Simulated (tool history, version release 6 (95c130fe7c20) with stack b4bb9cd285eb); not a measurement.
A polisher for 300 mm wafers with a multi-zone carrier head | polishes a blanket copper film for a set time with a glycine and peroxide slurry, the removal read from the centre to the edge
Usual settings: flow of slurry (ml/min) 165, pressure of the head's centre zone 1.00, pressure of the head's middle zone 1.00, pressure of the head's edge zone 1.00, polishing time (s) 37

run	hour	flow of slurry (ml/min)	pressure of the head's centre zone	pressure of the head's middle zone	pressure of the head's edge zone	polishing time (s)	wafers since the last listed run	wafers polished on this pad	hours since the slurry nozzle was cleaned	hours since the centre zone pressure was calibrated	hours since the edge zone pressure was calibrated	hours since the carrier head's membrane was replaced	incoming thickness of the incoming film, nm	film removed at the wafer's centre (nm)	film removed at mid-radius (nm)	film removed at the wafer's edge (nm)
1	0.0	220	1.00	1.00	1.00	28	0	5632	538.3	311.5	320.3	1330.5	2146.1	253.0	272.3	262.0
# hour 47.8: carrier head's membrane replaced by a new one
2	48.3	125	1.00	1.11	1.06	37	436	6069	586.6	359.8	368.6	0.5	2079.7	304.4	357.7	337.7
# hour 68.5: worn pad replaced by a new one
# hour 89.1: slurry nozzle cleaned
3	110.4	165	1.00	1.00	0.89	25	576	412	21.3	421.9	430.7	62.6	2105.8	213.9	236.4	225.9
4	261.7	220	1.00	1.00	0.92	37	1526	1939	172.6	573.2	582.0	213.9	2082.5	326.4	362.7	339.4
5	366.5	165	1.00	1.00	1.11	37	1057	2997	277.4	678.0	686.8	318.7	2128.9	308.8	347.4	369.3
# hour 383.6: centre zone pressure recalibrated
6	464.4	165	0.97	1.03	1.00	37	967	3965	375.3	80.8	784.7	416.6	2118.8	322.5	356.7	349.4
7	551.5	165	1.00	0.93	1.00	37	879	4844	462.4	167.9	871.8	503.7	2103.4	328.5	325.7	349.8
8	610.7	165	1.00	1.00	1.07	33	597	5441	521.6	227.1	931.0	562.9	2113.6	293.9	310.9	313.5
9	680.9	220	0.90	1.00	1.00	45	708	6150	591.8	297.3	1001.2	633.1	2085.9	381.7	443.8	432.4
# hour 689.7: worn pad replaced by a new one, of another model than before
10	750.4	105	0.91	1.00	1.00	49	661	612	661.3	366.8	1070.7	702.6	2098.1	366.3	437.4	452.7
# hour 767.1: slurry nozzle cleaned
11	800.0	165	1.00	1.00	1.00	37	490	1103	32.9	416.4	1120.3	752.2	2107.8	326.2	340.0	344.8
# hour 960.1: centre zone pressure recalibrated
# hour 986.2: edge zone pressure recalibrated
12	1028.8	185	1.06	1.07	1.00	37	2268	3371	261.7	68.7	42.6	981.0	2095.6	359.4	365.7	339.0
13	1122.2	120	1.00	1.00	0.89	37	942	4314	355.1	162.1	136.0	1074.4	2072.4	306.8	340.5	319.4
14	1188.4	220	1.09	0.91	1.00	37	668	4982	421.3	228.3	202.2	1140.6	2132.8	367.4	332.7	352.5
# hour 1243.6: worn pad replaced by a new one
15	1246.0	165	1.00	1.00	1.00	24	540	24	478.9	285.9	259.8	1198.2	2087.3	213.9	223.2	219.0
16	1323.2	165	1.00	1.00	1.00	37	779	803	556.1	363.1	337.0	1275.4	2119.0	319.4	355.2	342.7
17	1390.2	210	0.96	1.00	1.00	37	676	1479	623.1	430.1	404.0	1342.4	2126.8	316.5	358.5	348.0
# hour 1420.9: slurry nozzle cleaned
18	1451.6	165	0.91	1.00	0.92	32	609	2088	30.7	491.5	465.4	1403.8	2139.0	250.5	303.0	280.8
19	1522.2	165	1.08	1.00	1.00	42	712	2801	101.3	562.1	536.0	1474.4	2074.4	394.1	397.3	395.3
20	1630.1	165	1.00	0.92	1.00	24	1088	3890	209.2	670.0	643.9	1582.3	2090.4	206.2	210.3	224.0
# hour 1645.2: centre zone pressure recalibrated
21	1669.1	165	1.00	1.00	1.00	37	373	4263	248.2	23.9	682.9	1621.3	2136.7	328.0	346.8	345.2

What the log doesn't show, run by run:
removal rate lost through wear of the pad, %: 0 in every run
slurry flow missing at the pad, %: 0 in every run
deviation of the edge zone's pressure from its setpoint, %: 0 in every run
H1: deviation of the centre zone's pressure from its setpoint, %
run	H1
1	-2.58
2	-2.99
3	-3.53
4	-4.82
5	-5.72
6	-0.201
7	-0.949
8	-1.46
9	-2.06
10	-2.66
11	-3.08
12	-0.842
13	-1.64
14	-2.21
15	-2.71
16	-3.37
17	-3.94
18	-4.47
19	-5.08
20	-6
21	-0.00227
